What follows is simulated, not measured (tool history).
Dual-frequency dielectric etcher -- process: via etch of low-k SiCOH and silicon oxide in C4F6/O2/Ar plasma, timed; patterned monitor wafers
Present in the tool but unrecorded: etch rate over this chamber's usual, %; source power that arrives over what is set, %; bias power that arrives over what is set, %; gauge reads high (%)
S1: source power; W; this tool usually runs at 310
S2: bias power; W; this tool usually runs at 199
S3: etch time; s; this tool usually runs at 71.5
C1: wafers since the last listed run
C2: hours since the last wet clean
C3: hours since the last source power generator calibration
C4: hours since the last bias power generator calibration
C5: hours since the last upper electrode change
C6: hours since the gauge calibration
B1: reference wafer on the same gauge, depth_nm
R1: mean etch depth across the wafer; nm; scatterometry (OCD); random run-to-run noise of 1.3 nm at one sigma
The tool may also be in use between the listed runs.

run,hour,S1,S2,S3,C1,C2,C3,C4,C5,C6,B1,R1
1,0.0,310,199,71.5,0,251.6,2441.2,4147.1,4218.1,368.7,202.4,202.8
2,34.1,310,199,71.5,546,285.7,2475.3,4181.2,4252.2,402.8,202.0,201.9
3,52.1,310,199,71.5,288,303.7,2493.3,4199.2,4270.2,420.8,202.2,200.9
4,80.3,310,199,71.5,452,331.9,2521.5,4227.4,4298.4,449.0,201.9,204.9
5,99.8,310,199,71.5,312,351.4,2541.0,4246.9,4317.9,468.5,202.6,205.3
6,142.8,310,199,71.5,689,394.4,2584.0,4289.9,4360.9,511.5,201.7,203.3
7,175.0,310,199,71.5,516,426.6,2616.2,4322.1,4393.1,543.7,201.8,202.0
8,207.6,310,188,71.5,522,459.2,2648.8,4354.7,4425.7,576.3,201.5,200.3
9,238.3,310,188,71.5,492,489.9,2679.5,4385.4,4456.4,607.0,201.4,202.5
# hour 262.6: bias power generator calibrated
# hour 268.9: wet clean of the chamber
10,269.4,310,199,71.5,333,0.5,2710.6,6.8,4487.5,638.1,201.4,207.5
11,302.3,310,199,59.0,527,33.4,2743.5,39.7,4520.4,671.0,202.6,175.2
# hour 313.7: gauge calibrated
12,329.3,310,199,71.5,432,60.4,2770.5,66.7,4547.4,15.6,202.8,210.4
13,366.5,310,199,71.5,596,97.6,2807.7,103.9,4584.6,52.8,202.0,212.3
14,399.1,260,199,71.5,522,130.2,2840.3,136.5,4617.2,85.4,202.3,196.6
# hour 428.0: source power generator calibrated
# hour 432.3: wet clean of the chamber, repeated, since the last time left the tool worse
15,434.1,290,237,60.5,428,1.8,6.1,171.5,4652.2,120.4,201.7,169.7
# hour 466.0: upper electrode replaced
16,466.5,310,199,87.5,134,34.2,38.5,203.9,0.5,152.8,202.3,243.5
17,480.2,310,199,71.5,219,47.9,52.2,217.6,14.2,166.5,201.6,198.3
18,506.5,310,199,71.5,421,74.2,78.5,243.9,40.5,192.8,202.0,200.0
19,526.5,250,199,71.5,320,94.2,98.5,263.9,60.5,212.8,202.5,183.9
20,550.6,260,241,71.5,386,118.3,122.6,288.0,84.6,236.9,201.7,195.8
21,578.3,310,233,71.5,444,146.0,150.3,315.7,112.3,264.6,201.9,208.4
22,605.9,390,237,51.5,442,173.6,177.9,343.3,139.9,292.2,202.2,164.8
23,618.8,310,199,71.5,206,186.5,190.8,356.2,152.8,305.1,202.3,200.4
24,639.1,360,227,85.5,325,206.8,211.1,376.5,173.1,325.4,202.0,261.7
25,669.2,310,199,71.5,482,236.9,241.2,406.6,203.2,355.5,201.9,200.9
26,703.6,310,199,71.5,551,271.3,275.6,441.0,237.6,389.9,201.5,200.0
27,725.7,230,215,71.5,354,293.4,297.7,463.1,259.7,412.0,201.9,181.9
28,748.0,310,166,71.5,357,315.7,320.0,485.4,282.0,434.3,201.9,193.7
29,764.7,340,150,91.5,267,332.4,336.7,502.1,298.7,451.0,202.0,254.3

Had the tool no unlogged condition, and each run kept its random variation, what would the results have been?
run,R1
1,198.8
2,197.5
3,196.2
4,199.8
5,199.8
6,197.3
7,195.6
8,193.5
9,195.3
10,196.2
11,165.3
12,198.1
13,199.5
14,184.3
15,169.6
16,242.8
17,197.6
18,198.9
19,182.6
20,194.1
21,206.2
22,162.7
23,197.8
24,257.9
25,197.5
26,196.2
27,178.2
28,189.4
29,248.4
